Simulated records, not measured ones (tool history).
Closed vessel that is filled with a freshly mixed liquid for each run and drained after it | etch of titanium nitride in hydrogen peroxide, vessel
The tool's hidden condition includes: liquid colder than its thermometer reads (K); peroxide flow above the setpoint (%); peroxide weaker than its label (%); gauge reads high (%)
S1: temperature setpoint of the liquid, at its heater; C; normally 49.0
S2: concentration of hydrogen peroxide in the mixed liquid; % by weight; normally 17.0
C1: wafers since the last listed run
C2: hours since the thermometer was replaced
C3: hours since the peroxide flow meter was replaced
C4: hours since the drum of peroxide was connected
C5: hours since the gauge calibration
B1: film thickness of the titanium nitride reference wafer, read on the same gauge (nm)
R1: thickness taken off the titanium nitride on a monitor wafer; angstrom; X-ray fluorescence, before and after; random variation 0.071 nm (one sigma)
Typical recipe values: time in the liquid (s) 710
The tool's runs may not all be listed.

{"run": 1, "hour": 0.0, "S1": 44.5, "S2": 17.0, "time in the liquid (s)": 710, "C1": 0, "C2": 3055.6, "C3": 1360.9, "C4": 1030.9, "C5": 504.5, "B1": 109.97, "R1": 197.9}
{"run": 2, "hour": 22.8, "S1": 49.0, "S2": 17.0, "time in the liquid (s)": 710, "C1": 1252, "C2": 3078.4, "C3": 1383.7, "C4": 1053.7, "C5": 527.3, "B1": 109.94, "R1": 275.9}
{"run": 3, "hour": 48.1, "S1": 49.0, "S2": 19.5, "time in the liquid (s)": 1050, "C1": 1390, "C2": 3103.7, "C3": 1409.0, "C4": 1079.0, "C5": 552.6, "B1": 110.03, "R1": 421.0}
{"run": 4, "hour": 70.6, "S1": 49.0, "S2": 19.5, "time in the liquid (s)": 1050, "C1": 1236, "C2": 3126.2, "C3": 1431.5, "C4": 1101.5, "C5": 575.1, "B1": 109.99, "R1": 419.3}
{"run": 5, "hour": 83.4, "S1": 49.0, "S2": 18.5, "time in the liquid (s)": 1035, "C1": 703, "C2": 3139.0, "C3": 1444.3, "C4": 1114.3, "C5": 587.9, "B1": 109.99, "R1": 408.3}
{"run": 6, "hour": 110.1, "S1": 49.0, "S2": 18.5, "time in the liquid (s)": 1035, "C1": 1467, "C2": 3165.7, "C3": 1471.0, "C4": 1141.0, "C5": 614.6, "B1": 109.99, "R1": 409.0}
{"run": 7, "hour": 129.8, "S1": 49.0, "S2": 18.5, "time in the liquid (s)": 1035, "C1": 1082, "C2": 3185.4, "C3": 1490.7, "C4": 1160.7, "C5": 634.3, "B1": 110.03, "R1": 407.3}
{"run": 8, "hour": 154.7, "S1": 46.0, "S2": 12.5, "time in the liquid (s)": 710, "C1": 1368, "C2": 3210.3, "C3": 1515.6, "C4": 1185.6, "C5": 659.2, "B1": 109.99, "R1": 206.6}
{"hour": 162.0, "done": "thermometer replaced"}
{"run": 9, "hour": 168.1, "S1": 49.0, "S2": 17.0, "time in the liquid (s)": 710, "C1": 681, "C2": 6.1, "C3": 1529.0, "C4": 1199.0, "C5": 672.6, "B1": 110.03, "R1": 275.5}
{"run": 10, "hour": 252.5, "S1": 40.5, "S2": 13.5, "time in the liquid (s)": 1060, "C1": 4638, "C2": 90.5, "C3": 1613.4, "C4": 1283.4, "C5": 757.0, "B1": 110.02, "R1": 207.8}
{"run": 11, "hour": 274.3, "S1": 49.0, "S2": 19.0, "time in the liquid (s)": 480, "C1": 1198, "C2": 112.3, "C3": 1635.2, "C4": 1305.2, "C5": 778.8, "B1": 109.99, "R1": 190.4}
{"hour": 277.5, "done": "gauge calibrated"}
{"run": 12, "hour": 305.1, "S1": 52.5, "S2": 14.0, "time in the liquid (s)": 710, "C1": 1692, "C2": 143.1, "C3": 1666.0, "C4": 1336.0, "C5": 27.6, "B1": 110.03, "R1": 340.6}
{"run": 13, "hour": 317.7, "S1": 49.0, "S2": 17.0, "time in the liquid (s)": 575, "C1": 692, "C2": 155.7, "C3": 1678.6, "C4": 1348.6, "C5": 40.2, "B1": 110.0, "R1": 223.3}
{"run": 14, "hour": 332.4, "S1": 49.0, "S2": 17.0, "time in the liquid (s)": 710, "C1": 807, "C2": 170.4, "C3": 1693.3, "C4": 1363.3, "C5": 54.9, "B1": 110.01, "R1": 276.4}
{"run": 15, "hour": 346.7, "S1": 52.0, "S2": 17.0, "time in the liquid (s)": 710, "C1": 785, "C2": 184.7, "C3": 1707.6, "C4": 1377.6, "C5": 69.2, "B1": 110.01, "R1": 341.5}
{"run": 16, "hour": 374.9, "S1": 57.5, "S2": 12.5, "time in the liquid (s)": 1015, "C1": 1549, "C2": 212.9, "C3": 1735.8, "C4": 1405.8, "C5": 97.4, "B1": 110.02, "R1": 674.4}
{"run": 17, "hour": 401.2, "S1": 45.5, "S2": 17.0, "time in the liquid (s)": 325, "C1": 1445, "C2": 239.2, "C3": 1762.1, "C4": 1432.1, "C5": 123.7, "B1": 110.03, "R1": 97.2}
{"run": 18, "hour": 435.2, "S1": 49.0, "S2": 13.5, "time in the liquid (s)": 710, "C1": 1868, "C2": 273.2, "C3": 1796.1, "C4": 1466.1, "C5": 157.7, "B1": 110.01, "R1": 263.2}
{"hour": 443.5, "done": "peroxide flow meter replaced"}
{"run": 19, "hour": 449.6, "S1": 43.0, "S2": 21.5, "time in the liquid (s)": 420, "C1": 736, "C2": 287.6, "C3": 6.1, "C4": 1480.5, "C5": 172.1, "B1": 109.98, "R1": 107.1}
{"run": 20, "hour": 476.0, "S1": 57.0, "S2": 13.0, "time in the liquid (s)": 1000, "C1": 1450, "C2": 314.0, "C3": 32.5, "C4": 1506.9, "C5": 198.5, "B1": 110.0, "R1": 630.5}
{"hour": 491.6, "done": "new drum of peroxide connected"}
{"run": 21, "hour": 499.3, "S1": 49.0, "S2": 17.0, "time in the liquid (s)": 710, "C1": 1225, "C2": 337.3, "C3": 55.8, "C4": 7.7, "C5": 221.8, "B1": 110.02, "R1": 275.4}
{"run": 22, "hour": 517.1, "S1": 49.0, "S2": 17.0, "time in the liquid (s)": 710, "C1": 978, "C2": 355.1, "C3": 73.6, "C4": 25.5, "C5": 239.6, "B1": 109.98, "R1": 273.9}
{"run": 23, "hour": 545.1, "S1": 49.0, "S2": 17.0, "time in the liquid (s)": 710, "C1": 1538, "C2": 383.1, "C3": 101.6, "C4": 53.5, "C5": 267.6, "B1": 110.0, "R1": 275.7}
{"run": 24, "hour": 578.2, "S1": 52.0, "S2": 13.5, "time in the liquid (s)": 560, "C1": 1819, "C2": 416.2, "C3": 134.7, "C4": 86.6, "C5": 300.7, "B1": 109.97, "R1": 256.1}
{"run": 25, "hour": 602.6, "S1": 49.0, "S2": 17.0, "time in the liquid (s)": 710, "C1": 1340, "C2": 440.6, "C3": 159.1, "C4": 111.0, "C5": 325.1, "B1": 109.97, "R1": 273.6}
{"run": 26, "hour": 636.2, "S1": 53.5, "S2": 22.0, "time in the liquid (s)": 1070, "C1": 1846, "C2": 474.2, "C3": 192.7, "C4": 144.6, "C5": 358.7, "B1": 109.95, "R1": 603.4}
{"run": 27, "hour": 664.7, "S1": 49.0, "S2": 17.0, "time in the liquid (s)": 710, "C1": 1566, "C2": 502.7, "C3": 221.2, "C4": 173.1, "C5": 387.2, "B1": 110.05, "R1": 274.6}
{"run": 28, "hour": 700.2, "S1": 49.0, "S2": 17.0, "time in the liquid (s)": 710, "C1": 1950, "C2": 538.2, "C3": 256.7, "C4": 208.6, "C5": 422.7, "B1": 110.01, "R1": 274.6}
{"run": 29, "hour": 730.4, "S1": 40.0, "S2": 14.5, "time in the liquid (s)": 1130, "C1": 1659, "C2": 568.4, "C3": 286.9, "C4": 238.8, "C5": 452.9, "B1": 110.01, "R1": 215.3}

Here are 4 independent what-if runs from the current tool condition. What would each one return?
{"run": "A", "hour": 731.2, "S1": 49.0, "S2": 17.0, "time in the liquid (s)": 710, "C1": 43, "C2": 569.2, "C3": 287.7, "C4": 239.6, "C5": 453.7, "B1": "?", "R1": "?"}
{"run": "B", "hour": 731.2, "S1": 46.5, "S2": 20.5, "time in the liquid (s)": 1060, "C1": 43, "C2": 569.2, "C3": 287.7, "C4": 239.6, "C5": 453.7, "B1": "?", "R1": "?"}
{"run": "C", "hour": 731.2, "S1": 49.0, "S2": 15.0, "time in the liquid (s)": 895, "C1": 43, "C2": 569.2, "C3": 287.7, "C4": 239.6, "C5": 453.7, "B1": "?", "R1": "?"}
{"run": "D", "hour": 731.2, "S1": 45.0, "S2": 20.5, "time in the liquid (s)": 710, "C1": 43, "C2": 569.2, "C3": 287.7, "C4": 239.6, "C5": 453.7, "B1": "?", "R1": "?"}

run=A B1=109.96 R1=274.3
run=B B1=109.96 R1=354.9
run=C B1=109.96 R1=336.8
run=D B1=109.96 R1=212.7
Without the tool's hidden state the same runs would have given:
run=A R1=274.1
run=B R1=354.7
run=C R1=336.6
run=D R1=212.6
